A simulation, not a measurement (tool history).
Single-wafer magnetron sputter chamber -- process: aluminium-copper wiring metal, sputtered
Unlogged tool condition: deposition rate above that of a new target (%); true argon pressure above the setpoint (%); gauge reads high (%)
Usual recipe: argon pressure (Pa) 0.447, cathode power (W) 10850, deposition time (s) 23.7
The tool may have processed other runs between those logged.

| run | hour | argon pressure (Pa) | cathode power (W) | deposition time (s) | wafers since the last listed run | wafers on the sputter target | hours since the last manometer calibration | hours since the magnet pack was replaced | hours since the gauge calibration | read-back reference wafer on the same gauge, thickness_nm | mean film thickness on the monitor wafer (Å) |
|---|---|---|---|---|---|---|---|---|---|---|---|
| 1 | 0.0 | 0.447 | 10850 | 23.7 | 0 | 3317 | 2067.2 | 8006.8 | 681.6 | 483.631 | 4613.55 |
| 2 | 93.3 | 0.447 | 10850 | 23.7 | 2322 | 5639 | 2160.5 | 8100.1 | 774.9 | 484.122 | 4628.91 |
| 3 | 173.7 | 0.325 | 10850 | 22.6 | 2001 | 7640 | 2240.9 | 8180.5 | 855.3 | 484.216 | 4640.55 |
| 4 | 210.8 | 0.325 | 10850 | 22.6 | 923 | 8563 | 2278.0 | 8217.6 | 892.4 | 484.453 | 4653.02 |
|  | 243.0 | sputter target and shields replaced |
| 5 | 300.1 | 0.325 | 10850 | 22.6 | 2023 | 1422 | 2367.3 | 8306.9 | 981.7 | 484.717 | 4633.84 |
| 6 | 338.7 | 0.447 | 10850 | 23.7 | 960 | 2382 | 2405.9 | 8345.5 | 1020.3 | 484.591 | 4654.80 |
| 7 | 436.0 | 0.447 | 10850 | 23.7 | 2421 | 4804 | 2503.2 | 8442.8 | 1117.6 | 485.140 | 4655.12 |
| 8 | 491.0 | 0.447 | 10850 | 23.7 | 1368 | 6173 | 2558.2 | 8497.8 | 1172.6 | 485.160 | 4635.36 |
|  | 530.9 | sputter target and shields replaced |
| 9 | 592.5 | 0.447 | 10850 | 23.7 | 2327 | 1532 | 2659.7 | 8599.3 | 1274.1 | 485.540 | 4638.94 |
| 10 | 634.8 | 0.447 | 10850 | 23.7 | 1052 | 2585 | 2702.0 | 8641.6 | 1316.4 | 485.240 | 4640.19 |
| 11 | 672.0 | 0.447 | 10850 | 23.7 | 925 | 3511 | 2739.2 | 8678.8 | 1353.6 | 485.686 | 4664.28 |
|  | 708.7 | capacitance manometer re-zeroed and calibrated |
| 12 | 726.8 | 0.447 | 10850 | 23.7 | 1164 | 4676 | 18.1 | 8733.6 | 1408.4 | 485.854 | 4645.35 |
| 13 | 807.5 | 0.447 | 9050 | 23.7 | 2008 | 6684 | 98.8 | 8814.3 | 1489.1 | 485.794 | 4113.33 |
|  | 818.7 | sputter target and shields replaced |
|  | 860.5 | gauge calibrated |
| 14 | 881.3 | 0.447 | 10850 | 23.7 | 1637 | 1558 | 172.6 | 8888.1 | 20.8 | 473.552 | 4542.62 |
| 15 | 926.6 | 0.447 | 10850 | 25.0 | 1127 | 2686 | 217.9 | 8933.4 | 66.1 | 474.205 | 4791.50 |
| 16 | 1013.0 | 0.365 | 10050 | 19.3 | 2150 | 4836 | 304.3 | 9019.8 | 152.5 | 475.789 | 3627.78 |
| 17 | 1085.5 | 0.290 | 8700 | 19.0 | 1804 | 6641 | 376.8 | 9092.3 | 225.0 | 476.869 | 3341.94 |
|  | 1094.6 | magnet pack replaced |
|  | 1166.7 | sputter target and shields replaced |
| 18 | 1186.4 | 0.447 | 12200 | 25.1 | 2113 | 491 | 477.7 | 91.8 | 325.9 | 478.081 | 5273.60 |
| 19 | 1275.3 | 0.530 | 10850 | 23.7 | 2212 | 2703 | 566.6 | 180.7 | 414.8 | 478.742 | 4425.54 |
| 20 | 1339.0 | 0.368 | 8450 | 26.8 | 1585 | 4289 | 630.3 | 244.4 | 478.5 | 479.027 | 4499.88 |
| 21 | 1430.9 | 0.617 | 12150 | 27.7 | 2287 | 6576 | 722.2 | 336.3 | 570.4 | 479.540 | 5452.32 |
| 22 | 1496.2 | 0.447 | 10850 | 23.7 | 1625 | 8201 | 787.5 | 401.6 | 635.7 | 480.170 | 4603.78 |
|  | 1546.4 | sputter target and shields replaced |
| 23 | 1592.9 | 0.447 | 10850 | 23.7 | 2207 | 1157 | 884.2 | 498.3 | 732.4 | 480.586 | 4588.70 |
| 24 | 1665.0 | 0.335 | 10850 | 23.7 | 1794 | 2951 | 956.3 | 570.4 | 804.5 | 480.916 | 4822.35 |

Forecast each of these 3 alternatives for the next run:
| A | 1665.4 | 0.447 | 10850 | 23.7 | 9 | 2961 | 956.7 | 570.8 | 804.9 | ? | ? |
| B | 1665.4 | 0.447 | 8750 | 23.7 | 9 | 2961 | 956.7 | 570.8 | 804.9 | ? | ? |
| C | 1665.4 | 0.447 | 13550 | 27.1 | 9 | 2961 | 956.7 | 570.8 | 804.9 | ? | ? |

| run | read-back reference wafer on the same gauge, thickness_nm | mean film thickness on the monitor wafer (Å) |
|---|---|---|
| A | 481.022 | 4613.86 |
| B | 481.022 | 3974.17 |
| C | 481.022 | 6216.23 |
Without the tool's hidden state the same runs would have given:
| run | mean film thickness on the monitor wafer (Å) |
|---|---|
| A | 4556.66 |
| B | 3924.89 |
| C | 6139.15 |

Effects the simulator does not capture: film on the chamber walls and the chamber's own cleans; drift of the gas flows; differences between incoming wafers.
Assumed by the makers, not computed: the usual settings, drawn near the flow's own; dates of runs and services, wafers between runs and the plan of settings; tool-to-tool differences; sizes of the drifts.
